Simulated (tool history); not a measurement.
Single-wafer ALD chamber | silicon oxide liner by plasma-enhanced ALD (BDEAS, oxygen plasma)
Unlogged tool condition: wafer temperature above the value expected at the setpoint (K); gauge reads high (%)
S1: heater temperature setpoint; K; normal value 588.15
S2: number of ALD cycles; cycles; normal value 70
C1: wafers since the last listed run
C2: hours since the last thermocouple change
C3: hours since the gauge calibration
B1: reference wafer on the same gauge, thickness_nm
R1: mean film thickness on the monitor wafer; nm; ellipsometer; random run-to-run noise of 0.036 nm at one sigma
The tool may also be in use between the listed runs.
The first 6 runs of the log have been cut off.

Run 7, hour 82.4: usual settings but S2 79 cycles; C1 62; C2 1242.5; C3 542.8; B1 5.926. Result: R1 7.572 nm.
Run 8, hour 96.4: usual settings but S2 79 cycles; C1 49; C2 1256.5; C3 556.8; B1 5.932. Result: R1 7.601 nm.
Run 9, hour 112.5: usual settings but S2 79 cycles; C1 56; C2 1272.6; C3 572.9; B1 5.91. Result: R1 7.622 nm.
Run 10, hour 128: usual settings; C1 54; C2 1288.1; C3 588.4; B1 5.917. Result: R1 6.731 nm.
Run 11, hour 136.6: usual settings; C1 30; C2 1296.7; C3 597; B1 5.917. Result: R1 6.73 nm.
Run 12, hour 151: usual settings; C1 50; C2 1311.1; C3 611.4; B1 5.898. Result: R1 6.709 nm.
Run 13, hour 162.8: usual settings; C1 41; C2 1322.9; C3 623.2; B1 5.92. Result: R1 6.733 nm.
Run 14, hour 176.5: usual settings; C1 48; C2 1336.6; C3 636.9; B1 5.898. Result: R1 6.675 nm.
Run 15, hour 186.5: usual settings but S1 583.15 K; C1 35; C2 1346.6; C3 646.9; B1 5.912. Result: R1 6.81 nm.
At hour 195.9: gauge calibrated.
Run 16, hour 202.3: usual settings; C1 55; C2 1362.4; C3 6.4; B1 5.915. Result: R1 6.789 nm.
Run 17, hour 209.6: usual settings; C1 25; C2 1369.7; C3 13.7; B1 5.92. Result: R1 6.699 nm.
Run 18, hour 221.6: usual settings; C1 42; C2 1381.7; C3 25.7; B1 5.921. Result: R1 6.665 nm.
Run 19, hour 231.1: usual settings; C1 33; C2 1391.2; C3 35.2; B1 5.918. Result: R1 6.685 nm.
At hour 250.6: thermocouple changed; heater temperature recalibrated.
Run 20, hour 251.1: usual settings but S1 593.15 K; C1 42; C2 0.5; C3 55.2; B1 5.917. Result: R1 6.7 nm.
Run 21, hour 260.4: usual settings but S1 600.15 K; C1 32; C2 9.8; C3 64.5; B1 5.913. Result: R1 6.627 nm.
Run 22, hour 273: usual settings but S2 77 cycles; C1 44; C2 22.4; C3 77.1; B1 5.919. Result: R1 7.381 nm.
Run 23, hour 286.3: usual settings but S1 600.15 K, S2 59 cycles; C1 47; C2 35.7; C3 90.4; B1 5.92. Result: R1 5.571 nm.
Run 24, hour 296.9: usual settings; C1 37; C2 46.3; C3 101; B1 5.93. Result: R1 6.706 nm.
Run 25, hour 313.9: usual settings but S1 576.15 K, S2 84 cycles; C1 60; C2 63.3; C3 118; B1 5.921. Result: R1 8.212 nm.
Run 26, hour 330.3: usual settings; C1 58; C2 79.7; C3 134.4; B1 5.904. Result: R1 6.781 nm.
Run 27, hour 342.9: usual settings but S1 574.15 K; C1 44; C2 92.3; C3 147; B1 5.906. Result: R1 6.87 nm.
Run 28, hour 357.1: usual settings; C1 50; C2 106.5; C3 161.2; B1 5.916. Result: R1 6.661 nm.

Estimate the outcome of run 29 from the log above:
Run 29, hour 367.2: usual settings but S1 593.15 K, S2 75 cycles; C1 35; C2 116.6; C3 171.3; B1 ?. Result: R1 ?.

B1: 5.93
R1: 7.117 nm
With the hidden condition absent and the run-to-run variation left alone, this run would have shown R1 7.117 nm.
